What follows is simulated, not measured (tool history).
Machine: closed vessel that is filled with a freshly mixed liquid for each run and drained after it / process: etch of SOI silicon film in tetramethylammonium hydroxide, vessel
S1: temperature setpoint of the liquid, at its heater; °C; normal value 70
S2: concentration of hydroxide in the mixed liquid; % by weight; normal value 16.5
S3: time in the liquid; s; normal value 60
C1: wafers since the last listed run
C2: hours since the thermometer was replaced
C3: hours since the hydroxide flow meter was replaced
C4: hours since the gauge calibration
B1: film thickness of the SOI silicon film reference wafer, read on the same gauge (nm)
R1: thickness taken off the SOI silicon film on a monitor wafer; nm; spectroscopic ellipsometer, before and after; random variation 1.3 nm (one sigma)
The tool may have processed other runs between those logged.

{"run": 1, "day": 0.0, "S1": 72, "S2": 16.5, "S3": 60, "C1": 0, "C2": 1455.1, "C3": 712.9, "C4": 1525.4, "B1": 50, "R1": 412.34}
{"run": 2, "day": 2.988, "S1": 72, "S2": 16.5, "S3": 60, "C1": 9773, "C2": 1526.8, "C3": 784.6, "C4": 1597.1, "B1": 50.04, "R1": 410.4}
{"run": 3, "day": 5.167, "S1": 72, "S2": 16.5, "S3": 60, "C1": 7129, "C2": 1579.1, "C3": 836.9, "C4": 1649.4, "B1": 50.02, "R1": 410.07}
{"run": 4, "day": 6.854, "S1": 70, "S2": 16.5, "S3": 60, "C1": 5520, "C2": 1619.6, "C3": 877.4, "C4": 1689.9, "B1": 49.98, "R1": 366.72}
{"run": 5, "day": 9.442, "S1": 70, "S2": 16.5, "S3": 60, "C1": 8465, "C2": 1681.7, "C3": 939.5, "C4": 1752, "B1": 50.01, "R1": 367.63}
{"run": 6, "day": 10.938, "S1": 76, "S2": 16.5, "S3": 60, "C1": 4893, "C2": 1717.6, "C3": 975.4, "C4": 1787.9, "B1": 49.98, "R1": 520.28}
{"run": 7, "day": 12.542, "S1": 76, "S2": 16.5, "S3": 60, "C1": 5248, "C2": 1756.1, "C3": 1013.9, "C4": 1826.4, "B1": 49.98, "R1": 519.94}
{"run": 8, "day": 13.796, "S1": 70, "S2": 16.5, "S3": 60, "C1": 4103, "C2": 1786.2, "C3": 1044, "C4": 1856.5, "B1": 50, "R1": 368.05}
{"run": 9, "day": 16.621, "S1": 70, "S2": 16.5, "S3": 60, "C1": 9242, "C2": 1854, "C3": 1111.8, "C4": 1924.3, "B1": 50.01, "R1": 367.72}
{"day": 17.242, "done": "thermometer replaced"}
{"day": 18.071, "done": "hydroxide flow meter replaced"}
{"run": 10, "day": 19.188, "S1": 70, "S2": 16.5, "S3": 60, "C1": 8124, "C2": 46.7, "C3": 26.8, "C4": 1985.9, "B1": 49.98, "R1": 358.11}
{"run": 11, "day": 21.729, "S1": 70, "S2": 16.5, "S3": 60, "C1": 8315, "C2": 107.7, "C3": 87.8, "C4": 2046.9, "B1": 49.96, "R1": 361.66}
{"run": 12, "day": 23.058, "S1": 70, "S2": 16.5, "S3": 60, "C1": 4348, "C2": 139.6, "C3": 119.7, "C4": 2078.8, "B1": 49.99, "R1": 360.95}
{"day": 24.454, "done": "gauge calibrated"}
{"run": 13, "day": 25.579, "S1": 70, "S2": 16.5, "S3": 60, "C1": 8246, "C2": 200.1, "C3": 180.2, "C4": 27, "B1": 49.99, "R1": 360.84}
{"run": 14, "day": 28.379, "S1": 70, "S2": 16.5, "S3": 60, "C1": 9160, "C2": 267.3, "C3": 247.4, "C4": 94.2, "B1": 49.98, "R1": 361.46}
{"run": 15, "day": 30.446, "S1": 76, "S2": 19.5, "S3": 75, "C1": 6761, "C2": 316.9, "C3": 297, "C4": 143.8, "B1": 50.01, "R1": 595.9}
{"run": 16, "day": 33.354, "S1": 78, "S2": 16.5, "S3": 60, "C1": 9514, "C2": 386.7, "C3": 366.8, "C4": 213.6, "B1": 50, "R1": 571.08}
{"run": 17, "day": 35.204, "S1": 70, "S2": 14.5, "S3": 60, "C1": 6052, "C2": 431.1, "C3": 411.2, "C4": 258, "B1": 49.99, "R1": 381.75}
{"run": 18, "day": 38.167, "S1": 70, "S2": 16.5, "S3": 60, "C1": 9691, "C2": 502.2, "C3": 482.3, "C4": 329.1, "B1": 49.99, "R1": 364.69}
{"run": 19, "day": 40.696, "S1": 67, "S2": 14, "S3": 60, "C1": 8274, "C2": 562.9, "C3": 543, "C4": 389.8, "B1": 50, "R1": 328.13}
{"run": 20, "day": 41.971, "S1": 75, "S2": 16.5, "S3": 45, "C1": 4171, "C2": 593.5, "C3": 573.6, "C4": 420.4, "B1": 50.01, "R1": 367.58}
{"run": 21, "day": 43.642, "S1": 70, "S2": 16.5, "S3": 60, "C1": 5466, "C2": 633.6, "C3": 613.7, "C4": 460.5, "B1": 50, "R1": 363.28}
{"run": 22, "day": 46.475, "S1": 70, "S2": 16.5, "S3": 60, "C1": 9269, "C2": 701.6, "C3": 681.7, "C4": 528.5, "B1": 50.01, "R1": 364.78}
{"run": 23, "day": 47.721, "S1": 77, "S2": 18, "S3": 80, "C1": 4075, "C2": 731.5, "C3": 711.6, "C4": 558.4, "B1": 50, "R1": 710.87}
{"run": 24, "day": 48.817, "S1": 70, "S2": 18.5, "S3": 60, "C1": 3585, "C2": 757.8, "C3": 737.9, "C4": 584.7, "B1": 49.99, "R1": 351.91}
{"run": 25, "day": 50.958, "S1": 66.5, "S2": 13.5, "S3": 60, "C1": 7006, "C2": 809.2, "C3": 789.3, "C4": 636.1, "B1": 49.99, "R1": 328.54}
{"run": 26, "day": 53.021, "S1": 70, "S2": 16.5, "S3": 75, "C1": 6747, "C2": 858.7, "C3": 838.8, "C4": 685.6, "B1": 49.99, "R1": 456.18}
{"run": 27, "day": 55.054, "S1": 72, "S2": 13.5, "S3": 85, "C1": 6652, "C2": 907.5, "C3": 887.6, "C4": 734.4, "B1": 50, "R1": 642.83}
{"run": 28, "day": 56.288, "S1": 70, "S2": 20, "S3": 30, "C1": 4034, "C2": 937.1, "C3": 917.2, "C4": 764, "B1": 50.01, "R1": 169.42}
{"run": 29, "day": 58.029, "S1": 73.5, "S2": 14.5, "S3": 30, "C1": 5697, "C2": 978.9, "C3": 959, "C4": 805.8, "B1": 49.96, "R1": 239.26}
{"run": 30, "day": 60.596, "S1": 70, "S2": 16.5, "S3": 60, "C1": 8396, "C2": 1040.5, "C3": 1020.6, "C4": 867.4, "B1": 50, "R1": 367.06}
{"run": 31, "day": 62.229, "S1": 70, "S2": 13.5, "S3": 90, "C1": 5343, "C2": 1079.7, "C3": 1059.8, "C4": 906.6, "B1": 49.99, "R1": 610.12}
{"run": 32, "day": 63.588, "S1": 70, "S2": 12, "S3": 60, "C1": 4443, "C2": 1112.3, "C3": 1092.4, "C4": 939.2, "B1": 50.03, "R1": 424.69}
{"run": 33, "day": 65.275, "S1": 70, "S2": 16.5, "S3": 60, "C1": 5520, "C2": 1152.8, "C3": 1132.9, "C4": 979.7, "B1": 49.98, "R1": 370.22}
{"day": 65.654, "done": "hydroxide flow meter replaced"}
{"run": 34, "day": 72.85, "S1": 67.5, "S2": 18, "S3": 60, "C1": 24645, "C2": 1334.6, "C3": 172.7, "C4": 1161.5, "B1": 49.99, "R1": 301.53}
{"run": 35, "day": 75.479, "S1": 70, "S2": 16.5, "S3": 60, "C1": 8601, "C2": 1397.7, "C3": 235.8, "C4": 1224.6, "B1": 49.99, "R1": 363.44}

Describe how what the log doesn't record of the tool's condition differs between the last listed run preceding each entry between runs and the first listed run following it.
Logged between run 9 and run 10: thermometer replaced (day 17.242); hydroxide flow meter replaced (day 18.071)
  hydroxide flow below the setpoint (%): 7.63 -> 0.974
  measured value less the no-hidden-state value, R1: +9.8 -> +1.25 nm
Logged between run 12 and run 13: gauge calibrated (day 24.454)
  hydroxide flow below the setpoint (%): 1.55 -> 1.92
  measured value less the no-hidden-state value, R1: +1.99 -> +2.48 nm
Logged between run 33 and run 34: hydroxide flow meter replaced (day 65.654)
  hydroxide flow below the setpoint (%): 7.8 -> 2.26
  measured value less the no-hidden-state value, R1: +10.09 -> +2.74 nm

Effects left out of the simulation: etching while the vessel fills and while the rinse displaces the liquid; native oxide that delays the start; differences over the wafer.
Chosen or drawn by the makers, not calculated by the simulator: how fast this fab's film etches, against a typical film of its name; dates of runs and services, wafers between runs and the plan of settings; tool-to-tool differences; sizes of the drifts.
